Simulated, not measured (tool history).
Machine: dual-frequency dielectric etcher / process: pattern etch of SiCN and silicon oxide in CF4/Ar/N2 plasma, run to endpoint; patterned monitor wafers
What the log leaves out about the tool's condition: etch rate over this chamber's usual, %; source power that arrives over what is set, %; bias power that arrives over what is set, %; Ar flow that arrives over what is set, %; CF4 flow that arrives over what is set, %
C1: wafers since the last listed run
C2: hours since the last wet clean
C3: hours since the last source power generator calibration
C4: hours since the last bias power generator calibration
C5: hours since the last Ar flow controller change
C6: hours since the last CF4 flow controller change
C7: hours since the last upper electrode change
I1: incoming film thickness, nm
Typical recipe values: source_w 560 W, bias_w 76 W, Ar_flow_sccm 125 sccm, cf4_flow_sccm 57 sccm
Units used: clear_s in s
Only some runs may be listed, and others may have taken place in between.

Run 1, hour 0: usual settings; C1 0; C2 551.8; C3 1847.5; C4 2231.9; C5 1482.5; C6 4060; C7 2292.7; I1 10.37. Result: clear_s 10.9 s.
Run 2, hour 11.7: usual settings but source_w 650 W; C1 164; C2 563.5; C3 1859.2; C4 2243.6; C5 1494.2; C6 4071.7; C7 2304.4; I1 10.23. Result: clear_s 9.7 s.
Run 3, hour 21.2: usual settings but source_w 650 W; C1 133; C2 573; C3 1868.7; C4 2253.1; C5 1503.7; C6 4081.2; C7 2313.9; I1 10.13. Result: clear_s 9.7 s.
Run 4, hour 34.9: usual settings but source_w 650 W; C1 192; C2 586.7; C3 1882.4; C4 2266.8; C5 1517.4; C6 4094.9; C7 2327.6; I1 10.22. Result: clear_s 9.7 s.
Run 5, hour 45.3: usual settings but source_w 480 W; C1 146; C2 597.1; C3 1892.8; C4 2277.2; C5 1527.8; C6 4105.3; C7 2338; I1 10.39. Result: clear_s 12.4 s.
Run 6, hour 61.4: usual settings but source_w 480 W; C1 226; C2 613.2; C3 1908.9; C4 2293.3; C5 1543.9; C6 4121.4; C7 2354.1; I1 10.45. Result: clear_s 12.5 s.
At hour 65.9: bias power generator calibrated.
At hour 76.7: source power generator calibrated.
At hour 83.3: Ar flow controller replaced.
At hour 89.8: wet clean of the chamber.
Run 7, hour 90.3: usual settings but Ar_flow_sccm 105 sccm; C1 118; C2 0.5; C3 13.6; C4 24.4; C5 7; C6 4150.3; C7 2383; I1 10.39. Result: clear_s 9.6 s.
Run 8, hour 90.6: usual settings but Ar_flow_sccm 105 sccm; C1 4; C2 0.8; C3 13.9; C4 24.7; C5 7.3; C6 4150.6; C7 2383.3; I1 10.29. Result: clear_s 9.6 s.
Run 9, hour 90.9: usual settings but Ar_flow_sccm 104 sccm; C1 4; C2 1.1; C3 14.2; C4 25; C5 7.6; C6 4150.9; C7 2383.6; I1 10.33. Result: clear_s 9.6 s.
At hour 100: CF4 flow controller replaced.
At hour 115.8: wet clean of the chamber, repeated, since the last time left the tool worse.
At hour 125.9: upper electrode replaced.
Run 10, hour 126.4: usual settings but source_w 600 W, bias_w 58 W, cf4_flow_sccm 47 sccm; C1 51; C2 10.6; C3 49.7; C4 60.5; C5 43.1; C6 26.4; C7 0.5; I1 10.29. Result: clear_s 12.3 s.
Run 11, hour 126.7: usual settings but source_w 470 W, Ar_flow_sccm 103 sccm; C1 4; C2 10.9; C3 50; C4 60.8; C5 43.4; C6 26.7; C7 0.8; I1 10.22. Result: clear_s 11.6 s.
Run 12, hour 127: usual settings; C1 4; C2 11.2; C3 50.3; C4 61.1; C5 43.7; C6 27; C7 1.1; I1 10.43. Result: clear_s 10.7 s.
Run 13, hour 129.4: usual settings but source_w 650 W; C1 33; C2 13.6; C3 52.7; C4 63.5; C5 46.1; C6 29.4; C7 3.5; I1 10.24. Result: clear_s 9.4 s.
Run 14, hour 164.3: usual settings; C1 490; C2 48.5; C3 87.6; C4 98.4; C5 81; C6 64.3; C7 38.4; I1 10.26. Result: clear_s 10.6 s.
Run 15, hour 173.1: usual settings but bias_w 93 W; C1 123; C2 57.3; C3 96.4; C4 107.2; C5 89.8; C6 73.1; C7 47.2; I1 10.33. Result: clear_s 9.5 s.
Run 16, hour 183.3: usual settings but source_w 680 W, bias_w 66 W, Ar_flow_sccm 110 sccm, cf4_flow_sccm 63 sccm; C1 143; C2 67.5; C3 106.6; C4 117.4; C5 100; C6 83.3; C7 57.4; I1 10.24. Result: clear_s 9.4 s.

Table of differences, measured result less the result of that run with no hidden state. Run-to-run variation is the same in both. Gauge scatter possibly is not:
run  clear_s
  1     +0.3
  2     +0.3
  3     +0.4
  4     +0.3
  5     +0.4
  6     +0.4
  7     -0.7
  8     -0.7
  9     -0.6
 10       +0
 11       +0
 12       +0
 13       +0
 14     +0.1
 15       +0
 16       +0
